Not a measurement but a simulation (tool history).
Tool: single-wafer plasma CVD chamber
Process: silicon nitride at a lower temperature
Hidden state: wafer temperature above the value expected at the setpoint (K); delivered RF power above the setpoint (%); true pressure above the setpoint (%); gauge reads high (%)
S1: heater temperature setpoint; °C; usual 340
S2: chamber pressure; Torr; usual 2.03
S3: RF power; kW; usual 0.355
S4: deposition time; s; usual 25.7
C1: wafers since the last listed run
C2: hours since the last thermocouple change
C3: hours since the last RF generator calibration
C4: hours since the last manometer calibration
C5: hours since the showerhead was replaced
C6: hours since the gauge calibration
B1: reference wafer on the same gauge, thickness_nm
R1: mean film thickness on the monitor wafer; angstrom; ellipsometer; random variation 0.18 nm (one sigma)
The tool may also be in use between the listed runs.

Run 1, hour 0: usual settings; C1 0; C2 1446.5; C3 184.3; C4 1056.8; C5 5104.4; C6 2281.4; B1 29.382. Result: R1 324.89 angstrom.
At hour 25.9: thermocouple changed; heater temperature recalibrated.
Run 2, hour 61.6: usual settings but S3 0.335 kW; C1 2172; C2 35.7; C3 245.9; C4 1118.4; C5 5166; C6 2343; B1 29.35. Result: R1 310.8 angstrom.
Run 3, hour 103.8: usual settings but S3 0.38 kW; C1 1710; C2 77.9; C3 288.1; C4 1160.6; C5 5208.2; C6 2385.2; B1 29.328. Result: R1 334.69 angstrom.
Run 4, hour 160.1: usual settings but S3 0.38 kW; C1 2281; C2 134.2; C3 344.4; C4 1216.9; C5 5264.5; C6 2441.5; B1 29.353. Result: R1 333.43 angstrom.
At hour 288.4: gauge calibrated.
Run 5, hour 356.6: usual settings but S3 0.38 kW; C1 7964; C2 330.7; C3 540.9; C4 1413.4; C5 5461; C6 68.2; B1 29.245. Result: R1 329.77 angstrom.
Run 6, hour 398.5: usual settings but S2 1.76 Torr; C1 1698; C2 372.6; C3 582.8; C4 1455.3; C5 5502.9; C6 110.1; B1 29.283. Result: R1 300.72 angstrom.
At hour 503.9: showerhead replaced.
Run 7, hour 504.4: usual settings but S2 1.76 Torr; C1 3968; C2 478.5; C3 688.7; C4 1561.2; C5 0.5; C6 216; B1 29.34. Result: R1 298.95 angstrom.
Run 8, hour 592.9: usual settings but S2 1.78 Torr; C1 3587; C2 567; C3 777.2; C4 1649.7; C5 89; C6 304.5; B1 29.273. Result: R1 299.05 angstrom.
At hour 698.4: RF generator calibrated.
Run 9, hour 698.9: usual settings but S2 1.78 Torr; C1 3972; C2 673; C3 0.5; C4 1755.7; C5 195; C6 410.5; B1 29.344. Result: R1 315.71 angstrom.
Run 10, hour 780.1: usual settings but S1 335 °C, S3 0.315 kW; C1 3291; C2 754.2; C3 81.7; C4 1836.9; C5 276.2; C6 491.7; B1 29.236. Result: R1 304.58 angstrom.
Run 11, hour 878.9: usual settings but S1 335 °C, S3 0.315 kW; C1 4004; C2 853; C3 180.5; C4 1935.7; C5 375; C6 590.5; B1 29.248. Result: R1 301.19 angstrom.
Run 12, hour 977.3: usual settings but S3 0.4 kW; C1 3988; C2 951.4; C3 278.9; C4 2034.1; C5 473.4; C6 688.9; B1 29.324. Result: R1 348.85 angstrom.
Run 13, hour 1048: usual settings but S1 353 °C, S2 2.29 Torr, S3 0.31 kW; C1 2865; C2 1022.1; C3 349.6; C4 2104.8; C5 544.1; C6 759.6; B1 29.251. Result: R1 305.91 angstrom.
Run 14, hour 1123.9: usual settings but S1 334 °C, S4 20.8 s; C1 3076; C2 1098; C3 425.5; C4 2180.7; C5 620; C6 835.5; B1 29.316. Result: R1 256.84 angstrom.
Run 15, hour 1164.6: usual settings but S3 0.3 kW, S4 27.9 s; C1 1649; C2 1138.7; C3 466.2; C4 2221.4; C5 660.7; C6 876.2; B1 29.38. Result: R1 309.33 angstrom.
Run 16, hour 1234.4: usual settings but S2 1.73 Torr; C1 2829; C2 1208.5; C3 536; C4 2291.2; C5 730.5; C6 946; B1 29.242. Result: R1 298.24 angstrom.
At hour 1320.8: thermocouple changed; heater temperature recalibrated.
Run 17, hour 1334: usual settings but S2 2.26 Torr, S3 0.405 kW; C1 3712; C2 13.2; C3 635.6; C4 2390.8; C5 830.1; C6 1045.6; B1 29.335. Result: R1 354.46 angstrom.
Run 18, hour 1415.9: usual settings but S1 344 °C, S2 2.4 Torr, S4 28.6 s; C1 3319; C2 95.1; C3 717.5; C4 2472.7; C5 912; C6 1127.5; B1 29.364. Result: R1 367.13 angstrom.
At hour 1434.3: capacitance manometer re-zeroed and calibrated.
Run 19, hour 1499.9: usual settings but S3 0.32 kW; C1 3080; C2 179.1; C3 801.5; C4 65.6; C5 996; C6 1211.5; B1 29.331. Result: R1 295.43 angstrom.
Run 20, hour 1565.7: usual settings but S4 29.9 s; C1 2667; C2 244.9; C3 867.3; C4 131.4; C5 1061.8; C6 1277.3; B1 29.259. Result: R1 365.67 angstrom.
Run 21, hour 1657.6: usual settings but S1 346 °C, S2 2.2 Torr, S3 0.39 kW; C1 3724; C2 336.8; C3 959.2; C4 223.3; C5 1153.7; C6 1369.2; B1 29.275. Result: R1 341.72 angstrom.
Run 22, hour 1734.2: usual settings; C1 3104; C2 413.4; C3 1035.8; C4 299.9; C5 1230.3; C6 1445.8; B1 29.282. Result: R1 312.77 angstrom.
Run 23, hour 1779.4: usual settings; C1 1832; C2 458.6; C3 1081; C4 345.1; C5 1275.5; C6 1491; B1 29.283. Result: R1 314.55 angstrom.
At hour 1810.2: RF generator calibrated.
Run 24, hour 1855: usual settings but S4 23.7 s; C1 2739; C2 534.2; C3 44.8; C4 420.7; C5 1351.1; C6 1566.6; B1 29.274. Result: R1 300.6 angstrom.
Run 25, hour 1938.7: usual settings but S1 349 °C, S2 1.65 Torr, S4 23 s; C1 3392; C2 617.9; C3 128.5; C4 504.4; C5 1434.8; C6 1650.3; B1 29.357. Result: R1 267.27 angstrom.
Run 26, hour 2033.6: usual settings; C1 3846; C2 712.8; C3 223.4; C4 599.3; C5 1529.7; C6 1745.2; B1 29.236. Result: R1 318.65 angstrom.
Run 27, hour 2091.8: usual settings but S2 1.55 Torr, S4 20.6 s; C1 2358; C2 771; C3 281.6; C4 657.5; C5 1587.9; C6 1803.4; B1 29.308. Result: R1 229.56 angstrom.
Run 28, hour 2196.2: usual settings but S4 23.2 s; C1 4231; C2 875.4; C3 386; C4 761.9; C5 1692.3; C6 1907.8; B1 29.252. Result: R1 286.21 angstrom.
Run 29, hour 2264.1: usual settings but S1 351 °C, S2 2.19 Torr; C1 2752; C2 943.3; C3 453.9; C4 829.8; C5 1760.2; C6 1975.7; B1 29.275. Result: R1 322.13 angstrom.

3 ways to go on from here, each from the tool as it stands after run 29. What would each give?
Run A, hour 2264.5: usual settings; C1 16; C2 943.7; C3 454.3; C4 830.2; C5 1760.6; C6 1976.1; B1 ?. Result: R1 ?.
Run B, hour 2264.5: usual settings but S1 331 °C, S4 30.6 s; C1 16; C2 943.7; C3 454.3; C4 830.2; C5 1760.6; C6 1976.1; B1 ?. Result: R1 ?.
Run C, hour 2264.5: usual settings but S1 345 °C, S3 0.335 kW; C1 16; C2 943.7; C3 454.3; C4 830.2; C5 1760.6; C6 1976.1; B1 ?. Result: R1 ?.

run     B1      R1
  A  29.32  313.87
  B  29.32  374.67
  C  29.32  302.04
Without the tool's hidden state the same runs would have given:
run      R1
  A  328.19
  B  391.77
  C  316.25
